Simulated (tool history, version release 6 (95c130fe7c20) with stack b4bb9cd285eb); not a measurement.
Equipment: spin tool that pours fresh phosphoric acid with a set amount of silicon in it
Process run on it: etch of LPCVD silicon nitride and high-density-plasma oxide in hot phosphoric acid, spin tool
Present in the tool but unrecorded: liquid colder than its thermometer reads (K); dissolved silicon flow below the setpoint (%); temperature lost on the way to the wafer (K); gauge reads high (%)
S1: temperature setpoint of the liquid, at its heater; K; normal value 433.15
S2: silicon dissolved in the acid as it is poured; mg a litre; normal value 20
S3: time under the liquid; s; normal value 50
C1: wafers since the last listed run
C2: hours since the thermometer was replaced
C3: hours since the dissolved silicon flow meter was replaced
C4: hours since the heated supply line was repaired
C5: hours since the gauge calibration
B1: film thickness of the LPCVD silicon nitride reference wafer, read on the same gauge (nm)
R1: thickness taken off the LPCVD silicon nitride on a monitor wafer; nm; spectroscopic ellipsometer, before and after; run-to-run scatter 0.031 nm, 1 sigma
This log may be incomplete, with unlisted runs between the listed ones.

{"run": 1, "hour": 0.0, "S1": 433.15, "S2": 12.5, "S3": 50, "C1": 0, "C2": 1646.9, "C3": 2294.3, "C4": 474.4, "C5": 2269.1, "B1": 49.982, "R1": 4.701}
{"run": 2, "hour": 46.3, "S1": 433.15, "S2": 20, "S3": 50, "C1": 499, "C2": 1693.2, "C3": 2340.6, "C4": 520.7, "C5": 2315.4, "B1": 49.997, "R1": 4.679}
{"hour": 82.5, "done": "thermometer replaced"}
{"run": 3, "hour": 91.3, "S1": 433.15, "S2": 20, "S3": 50, "C1": 474, "C2": 8.8, "C3": 2385.6, "C4": 565.7, "C5": 2360.4, "B1": 49.996, "R1": 4.834}
{"run": 4, "hour": 175.0, "S1": 434.15, "S2": 20, "S3": 75, "C1": 902, "C2": 92.5, "C3": 2469.3, "C4": 649.4, "C5": 2444.1, "B1": 49.997, "R1": 7.573}
{"run": 5, "hour": 223.6, "S1": 431.15, "S2": 27, "S3": 50, "C1": 524, "C2": 141.1, "C3": 2517.9, "C4": 698, "C5": 2492.7, "B1": 50, "R1": 4.58}
{"hour": 305.3, "done": "dissolved silicon flow meter replaced"}
{"run": 6, "hour": 318.1, "S1": 433.15, "S2": 26, "S3": 75, "C1": 1008, "C2": 235.6, "C3": 12.8, "C4": 792.5, "C5": 2587.2, "B1": 49.994, "R1": 7.19}
{"run": 7, "hour": 422.9, "S1": 433.15, "S2": 20, "S3": 50, "C1": 1130, "C2": 340.4, "C3": 117.6, "C4": 897.3, "C5": 2692, "B1": 49.975, "R1": 4.849}
{"run": 8, "hour": 523.5, "S1": 430.65, "S2": 12.5, "S3": 50, "C1": 1085, "C2": 441, "C3": 218.2, "C4": 997.9, "C5": 2792.6, "B1": 49.996, "R1": 4.443}
{"run": 9, "hour": 621.2, "S1": 433.15, "S2": 20, "S3": 60, "C1": 1053, "C2": 538.7, "C3": 315.9, "C4": 1095.6, "C5": 2890.3, "B1": 50.002, "R1": 5.805}
{"hour": 680.4, "done": "gauge calibrated"}
{"run": 10, "hour": 711.7, "S1": 435.15, "S2": 30.5, "S3": 80, "C1": 976, "C2": 629.2, "C3": 406.4, "C4": 1186.1, "C5": 31.3, "B1": 50.004, "R1": 8.197}
{"run": 11, "hour": 814.2, "S1": 433.15, "S2": 5.5, "S3": 50, "C1": 1105, "C2": 731.7, "C3": 508.9, "C4": 1288.6, "C5": 133.8, "B1": 50.006, "R1": 4.838}
{"run": 12, "hour": 913.6, "S1": 433.15, "S2": 20, "S3": 50, "C1": 1072, "C2": 831.1, "C3": 608.3, "C4": 1388, "C5": 233.2, "B1": 50.016, "R1": 4.764}
{"run": 13, "hour": 951.1, "S1": 434.15, "S2": 24.5, "S3": 35, "C1": 404, "C2": 868.6, "C3": 645.8, "C4": 1425.5, "C5": 270.7, "B1": 50.015, "R1": 3.478}
{"run": 14, "hour": 1015.2, "S1": 432.15, "S2": 20, "S3": 50, "C1": 691, "C2": 932.7, "C3": 709.9, "C4": 1489.6, "C5": 334.8, "B1": 50.005, "R1": 4.64}
{"run": 15, "hour": 1104.5, "S1": 435.65, "S2": 10, "S3": 70, "C1": 963, "C2": 1022, "C3": 799.2, "C4": 1578.9, "C5": 424.1, "B1": 49.982, "R1": 7.32}
{"run": 16, "hour": 1148.7, "S1": 433.15, "S2": 14.5, "S3": 50, "C1": 476, "C2": 1066.2, "C3": 843.4, "C4": 1623.1, "C5": 468.3, "B1": 49.991, "R1": 4.772}
{"run": 17, "hour": 1211.1, "S1": 434.65, "S2": 31.5, "S3": 50, "C1": 673, "C2": 1128.6, "C3": 905.8, "C4": 1685.5, "C5": 530.7, "B1": 50.001, "R1": 4.973}
{"run": 18, "hour": 1278.1, "S1": 434.65, "S2": 20, "S3": 50, "C1": 722, "C2": 1195.6, "C3": 972.8, "C4": 1752.5, "C5": 597.7, "B1": 50.003, "R1": 5.065}
{"run": 19, "hour": 1372.4, "S1": 430.65, "S2": 33.5, "S3": 35, "C1": 1017, "C2": 1289.9, "C3": 1067.1, "C4": 1846.8, "C5": 692, "B1": 49.998, "R1": 3.071}
{"run": 20, "hour": 1434.8, "S1": 433.15, "S2": 25, "S3": 75, "C1": 673, "C2": 1352.3, "C3": 1129.5, "C4": 1909.2, "C5": 754.4, "B1": 49.998, "R1": 7.154}

Run-by-run hidden state of the tool:
dissolved silicon flow below the setpoint (%): 0 in every run
temperature lost on the way to the wafer (K): 0 in every run
gauge reads high (%): 0 in every run
H1: liquid colder than its thermometer reads (K)
run=1 H1=1.24
run=2 H1=1.28
run=3 H1=0.081
run=4 H1=0.14
run=5 H1=0.175
run=6 H1=0.241
run=7 H1=0.315
run=8 H1=0.387
run=9 H1=0.456
run=10 H1=0.52
run=11 H1=0.592
run=12 H1=0.662
run=13 H1=0.689
run=14 H1=0.734
run=15 H1=0.797
run=16 H1=0.829
run=17 H1=0.873
run=18 H1=0.92
run=19 H1=0.987
run=20 H1=1.03

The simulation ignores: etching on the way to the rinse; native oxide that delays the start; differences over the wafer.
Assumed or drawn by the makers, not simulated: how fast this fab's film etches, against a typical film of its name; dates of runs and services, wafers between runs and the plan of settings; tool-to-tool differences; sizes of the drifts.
